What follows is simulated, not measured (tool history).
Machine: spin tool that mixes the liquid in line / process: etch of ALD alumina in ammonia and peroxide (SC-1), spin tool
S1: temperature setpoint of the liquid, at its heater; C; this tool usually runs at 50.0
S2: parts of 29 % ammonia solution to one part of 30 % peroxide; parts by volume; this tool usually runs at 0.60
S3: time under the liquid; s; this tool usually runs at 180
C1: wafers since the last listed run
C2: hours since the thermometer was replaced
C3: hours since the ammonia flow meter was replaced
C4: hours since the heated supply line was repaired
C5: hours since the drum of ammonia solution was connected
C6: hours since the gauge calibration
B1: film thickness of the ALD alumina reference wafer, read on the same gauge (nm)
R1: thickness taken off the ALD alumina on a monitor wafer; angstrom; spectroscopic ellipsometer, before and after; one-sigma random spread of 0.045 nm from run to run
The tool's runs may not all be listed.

run 1 day=0.000 | S1=50.0 S2=0.40 S3=135 | C1=0 C2=243.9 C3=1043.1 C4=1191.0 C5=645.8 C6=1379.5 | B1=116.87 | R1=61.0
-- day=2.546 heated supply line repaired
-- day=2.629 gauge calibrated
run 2 day=3.367 | S1=45.5 S2=0.60 S3=180 | C1=664 C2=324.7 C3=1123.9 C4=19.7 C5=726.6 C6=17.7 | B1=109.94 | R1=61.6
run 3 day=5.412 | S1=45.5 S2=0.60 S3=180 | C1=408 C2=373.8 C3=1173.0 C4=68.8 C5=775.7 C6=66.8 | B1=110.57 | R1=61.7
run 4 day=6.554 | S1=50.0 S2=0.60 S3=180 | C1=228 C2=401.2 C3=1200.4 C4=96.2 C5=803.1 C6=94.2 | B1=110.87 | R1=79.0
run 5 day=12.808 | S1=50.0 S2=0.50 S3=180 | C1=1249 C2=551.3 C3=1350.5 C4=246.3 C5=953.2 C6=244.3 | B1=112.30 | R1=79.9
run 6 day=15.112 | S1=50.0 S2=0.50 S3=180 | C1=460 C2=606.6 C3=1405.8 C4=301.6 C5=1008.5 C6=299.6 | B1=112.72 | R1=79.6
run 7 day=16.162 | S1=50.0 S2=0.60 S3=180 | C1=209 C2=631.8 C3=1431.0 C4=326.8 C5=1033.7 C6=324.8 | B1=112.91 | R1=81.8
run 8 day=18.771 | S1=44.5 S2=0.80 S3=180 | C1=521 C2=694.4 C3=1493.6 C4=389.4 C5=1096.3 C6=387.4 | B1=113.31 | R1=61.7
run 9 day=19.842 | S1=60.0 S2=0.85 S3=275 | C1=213 C2=720.1 C3=1519.3 C4=415.1 C5=1122.0 C6=413.1 | B1=113.46 | R1=217.9
run 10 day=21.796 | S1=50.0 S2=0.60 S3=180 | C1=390 C2=767.0 C3=1566.2 C4=462.0 C5=1168.9 C6=460.0 | B1=113.69 | R1=81.5
-- day=23.462 new drum of ammonia solution connected
run 11 day=24.121 | S1=50.0 S2=0.60 S3=280 | C1=456 C2=822.8 C3=1622.0 C4=517.8 C5=15.8 C6=515.8 | B1=114.02 | R1=127.4
-- day=25.796 thermometer replaced
run 12 day=26.962 | S1=47.0 S2=0.45 S3=180 | C1=559 C2=28.0 C3=1690.2 C4=586.0 C5=84.0 C6=584.0 | B1=114.27 | R1=67.5
-- day=28.704 ammonia flow meter replaced
run 13 day=29.650 | S1=56.0 S2=0.75 S3=105 | C1=528 C2=92.5 C3=22.7 C4=650.5 C5=148.5 C6=648.5 | B1=114.55 | R1=67.7
run 14 day=30.725 | S1=46.0 S2=0.60 S3=180 | C1=214 C2=118.3 C3=48.5 C4=676.3 C5=174.3 C6=674.3 | B1=114.60 | R1=65.6
run 15 day=38.512 | S1=44.5 S2=0.30 S3=180 | C1=1555 C2=305.2 C3=235.4 C4=863.2 C5=361.2 C6=861.2 | B1=115.10 | R1=57.0
run 16 day=39.992 | S1=52.5 S2=0.60 S3=260 | C1=295 C2=340.7 C3=270.9 C4=898.7 C5=396.7 C6=896.7 | B1=115.19 | R1=138.9
run 17 day=41.833 | S1=56.0 S2=0.70 S3=100 | C1=367 C2=384.9 C3=315.1 C4=942.9 C5=440.9 C6=940.9 | B1=115.29 | R1=64.1
run 18 day=44.225 | S1=50.0 S2=0.60 S3=180 | C1=477 C2=442.3 C3=372.5 C4=1000.3 C5=498.3 C6=998.3 | B1=115.39 | R1=83.1
run 19 day=46.662 | S1=50.0 S2=0.60 S3=180 | C1=486 C2=500.8 C3=431.0 C4=1058.8 C5=556.8 C6=1056.8 | B1=115.49 | R1=83.0
run 20 day=48.121 | S1=50.0 S2=0.60 S3=180 | C1=291 C2=535.8 C3=466.0 C4=1093.8 C5=591.8 C6=1091.8 | B1=115.55 | R1=82.9
run 21 day=50.538 | S1=41.0 S2=0.45 S3=245 | C1=482 C2=593.8 C3=524.0 C4=1151.8 C5=649.8 C6=1149.8 | B1=115.64 | R1=66.1
run 22 day=51.862 | S1=59.0 S2=0.60 S3=240 | C1=264 C2=625.6 C3=555.8 C4=1183.6 C5=681.6 C6=1181.6 | B1=115.67 | R1=177.3
run 23 day=54.092 | S1=40.5 S2=0.50 S3=180 | C1=445 C2=679.1 C3=609.3 C4=1237.1 C5=735.1 C6=1235.1 | B1=115.70 | R1=47.6
-- day=56.079 heated supply line repaired
run 24 day=57.025 | S1=57.5 S2=0.40 S3=180 | C1=577 C2=749.5 C3=679.7 C4=22.7 C5=805.5 C6=1305.5 | B1=115.78 | R1=119.4
run 25 day=58.738 | S1=50.0 S2=0.75 S3=180 | C1=342 C2=790.6 C3=720.8 C4=63.8 C5=846.6 C6=1346.6 | B1=115.80 | R1=84.7
run 26 day=60.071 | S1=50.0 S2=0.60 S3=145 | C1=266 C2=822.6 C3=752.8 C4=95.8 C5=878.6 C6=1378.6 | B1=115.83 | R1=67.5

Each row is a separate what-if for the run after 26, all from the same tool condition, not one after another. Results?
run A day=60.092 | S1=50.0 S2=0.80 S3=180 | C1=4 C2=823.1 C3=753.3 C4=96.3 C5=879.1 C6=1379.1 | B1=? | R1=?
run B day=60.092 | S1=55.0 S2=0.50 S3=85 | C1=4 C2=823.1 C3=753.3 C4=96.3 C5=879.1 C6=1379.1 | B1=? | R1=?
run C day=60.092 | S1=55.0 S2=0.50 S3=150 | C1=4 C2=823.1 C3=753.3 C4=96.3 C5=879.1 C6=1379.1 | B1=? | R1=?

run=A B1=115.85 R1=85.2
run=B B1=115.85 R1=50.4
run=C B1=115.85 R1=89.0
With no hidden state in the tool, these same runs would have given:
run=A R1=80.9
run=B R1=47.9
run=C R1=84.5
